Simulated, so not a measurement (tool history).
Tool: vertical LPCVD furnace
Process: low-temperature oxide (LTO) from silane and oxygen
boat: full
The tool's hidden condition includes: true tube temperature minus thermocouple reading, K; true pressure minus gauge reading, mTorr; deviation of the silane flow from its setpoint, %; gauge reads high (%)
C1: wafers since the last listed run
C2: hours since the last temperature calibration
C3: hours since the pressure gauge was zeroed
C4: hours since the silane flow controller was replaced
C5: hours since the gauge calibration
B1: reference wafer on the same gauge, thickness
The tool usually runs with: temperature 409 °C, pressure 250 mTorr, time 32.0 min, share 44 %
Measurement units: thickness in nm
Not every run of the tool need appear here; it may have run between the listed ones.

run 1 hour=0.0 | temperature=409 pressure=250 time=32.0 share=44 | C1=0 C2=3133.3 C3=1788.8 C4=1710.4 C5=56.2 | B1=330.87 | thickness=374.12
run 2 hour=15.3 | temperature=409 pressure=250 time=32.0 share=44 | C1=264 C2=3148.6 C3=1804.1 C4=1725.7 C5=71.5 | B1=330.82 | thickness=373.59
run 3 hour=31.3 | temperature=409 pressure=250 time=32.0 share=44 | C1=276 C2=3164.6 C3=1820.1 C4=1741.7 C5=87.5 | B1=331.12 | thickness=373.05
run 4 hour=44.9 | temperature=403 pressure=280 time=32.0 share=44 | C1=234 C2=3178.2 C3=1833.7 C4=1755.3 C5=101.1 | B1=330.72 | thickness=395.22
run 5 hour=61.4 | temperature=403 pressure=280 time=32.0 share=44 | C1=284 C2=3194.7 C3=1850.2 C4=1771.8 C5=117.6 | B1=330.98 | thickness=393.88
-- hour=104.2 thermocouples replaced and temperature profile calibrated
-- hour=113.7 pressure gauge zeroed
run 6 hour=114.2 | temperature=418 pressure=250 time=32.0 share=44 | C1=332 C2=10.0 C3=0.5 C4=1824.6 C5=170.4 | B1=331.09 | thickness=430.28
run 7 hour=119.2 | temperature=405 pressure=250 time=32.0 share=44 | C1=86 C2=15.0 C3=5.5 C4=1829.6 C5=175.4 | B1=330.94 | thickness=376.47
run 8 hour=128.3 | temperature=405 pressure=250 time=32.0 share=44 | C1=157 C2=24.1 C3=14.6 C4=1838.7 C5=184.5 | B1=330.88 | thickness=376.97
run 9 hour=152.6 | temperature=409 pressure=250 time=32.0 share=44 | C1=419 C2=48.4 C3=38.9 C4=1863.0 C5=208.8 | B1=331.33 | thickness=392.96
-- hour=177.2 silane flow controller replaced
run 10 hour=182.9 | temperature=409 pressure=250 time=32.0 share=44 | C1=108 C2=78.7 C3=69.2 C4=5.7 C5=239.1 | B1=330.68 | thickness=392.98
run 11 hour=198.9 | temperature=409 pressure=250 time=37.0 share=44 | C1=276 C2=94.7 C3=85.2 C4=21.7 C5=255.1 | B1=330.94 | thickness=452.33
run 12 hour=213.3 | temperature=409 pressure=250 time=26.5 share=44 | C1=248 C2=109.1 C3=99.6 C4=36.1 C5=269.5 | B1=331.08 | thickness=325.80
-- hour=220.6 gauge calibrated
run 13 hour=226.2 | temperature=409 pressure=250 time=19.5 share=44 | C1=222 C2=122.0 C3=112.5 C4=49.0 C5=5.6 | B1=331.30 | thickness=238.86
run 14 hour=301.4 | temperature=404 pressure=270 time=32.0 share=44 | C1=1297 C2=197.2 C3=187.7 C4=124.2 C5=80.8 | B1=330.87 | thickness=401.47
run 15 hour=323.5 | temperature=404 pressure=250 time=32.0 share=36 | C1=381 C2=219.3 C3=209.8 C4=146.3 C5=102.9 | B1=331.18 | thickness=294.02
run 16 hour=347.1 | temperature=409 pressure=250 time=32.0 share=38 | C1=407 C2=242.9 C3=233.4 C4=169.9 C5=126.5 | B1=331.02 | thickness=331.36

3 ways to go on from here, each from the tool as it stands after run 16. What would each give?
run A hour=352.2 | temperature=402 pressure=250 time=32.0 share=44 | C1=88 C2=248.0 C3=238.5 C4=175.0 C5=131.6 | B1=? | thickness=?
run B hour=352.2 | temperature=409 pressure=250 time=42.5 share=47 | C1=88 C2=248.0 C3=238.5 C4=175.0 C5=131.6 | B1=? | thickness=?
run C hour=352.2 | temperature=414 pressure=250 time=32.0 share=50 | C1=88 C2=248.0 C3=238.5 C4=175.0 C5=131.6 | B1=? | thickness=?

run=A B1=331.03 thickness=364.94
run=B B1=331.03 thickness=555.97
run=C B1=331.03 thickness=463.26
With the hidden condition removed and each run's random variation left untouched, the same runs would have given:
run=A thickness=365.87
run=B thickness=557.37
run=C thickness=464.43
